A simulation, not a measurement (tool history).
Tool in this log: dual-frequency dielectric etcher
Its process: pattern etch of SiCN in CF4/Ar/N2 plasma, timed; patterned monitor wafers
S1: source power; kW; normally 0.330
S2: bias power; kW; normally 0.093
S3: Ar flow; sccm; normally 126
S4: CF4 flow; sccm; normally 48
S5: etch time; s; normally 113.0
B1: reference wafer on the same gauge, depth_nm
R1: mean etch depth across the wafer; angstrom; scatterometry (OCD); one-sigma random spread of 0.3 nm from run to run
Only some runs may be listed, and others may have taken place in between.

run,day,S1,S2,S3,S4,S5,B1,R1
1,0.000,0.330,0.093,126,48,113.0,64.8,729
2,1.721,0.330,0.086,157,58,129.5,64.8,810
# day 6.138: source power generator calibrated
# day 7.379: CF4 flow controller replaced
3,14.004,0.330,0.093,126,48,96.0,64.6,623
# day 17.888: wet clean of the chamber
4,17.908,0.290,0.113,99,59,113.0,64.7,752
5,19.775,0.330,0.093,126,48,113.0,64.7,735
6,23.196,0.290,0.093,126,48,113.0,64.6,646
7,25.842,0.330,0.085,126,48,80.5,64.7,502
8,28.175,0.330,0.093,138,40,113.0,64.7,705
# day 29.179: Ar flow controller replaced
# day 30.688: gauge calibrated
9,31.000,0.330,0.108,143,48,113.0,64.6,791
10,33.554,0.330,0.093,101,48,113.0,64.6,767
11,35.296,0.310,0.070,140,48,81.0,64.7,422
12,37.042,0.330,0.093,126,48,113.0,64.6,744
13,38.846,0.330,0.093,126,36,113.0,64.6,708
# day 40.388: bias power generator calibrated
14,40.546,0.360,0.108,116,51,113.0,64.8,886
# day 42.708: wet clean of the chamber
15,42.729,0.380,0.078,147,53,113.0,64.7,768
16,46.404,0.390,0.093,126,48,113.0,64.8,872
17,49.342,0.330,0.093,99,48,125.5,64.6,843
18,51.717,0.310,0.115,126,48,113.0,64.8,766
19,62.588,0.330,0.093,155,58,97.5,64.7,641
20,67.021,0.330,0.093,126,48,113.0,64.7,738

5 options for the next run, each taken on its own from the tool as it stands now. Forecast them:
A,67.038,0.330,0.093,126,56,113.0,?,?
B,67.038,0.270,0.093,126,48,113.0,?,?
C,67.038,0.330,0.085,102,48,113.0,?,?
D,67.038,0.330,0.093,126,43,113.0,?,?
E,67.038,0.260,0.074,126,48,113.0,?,?

run,B1,R1
A,64.7,758
B,64.7,597
C,64.7,724
D,64.7,724
E,64.7,505
Take away the tool's hidden state, keep each run's random variation, and the runs would have read:
run,R1
A,753
B,594
C,719
D,720
E,502
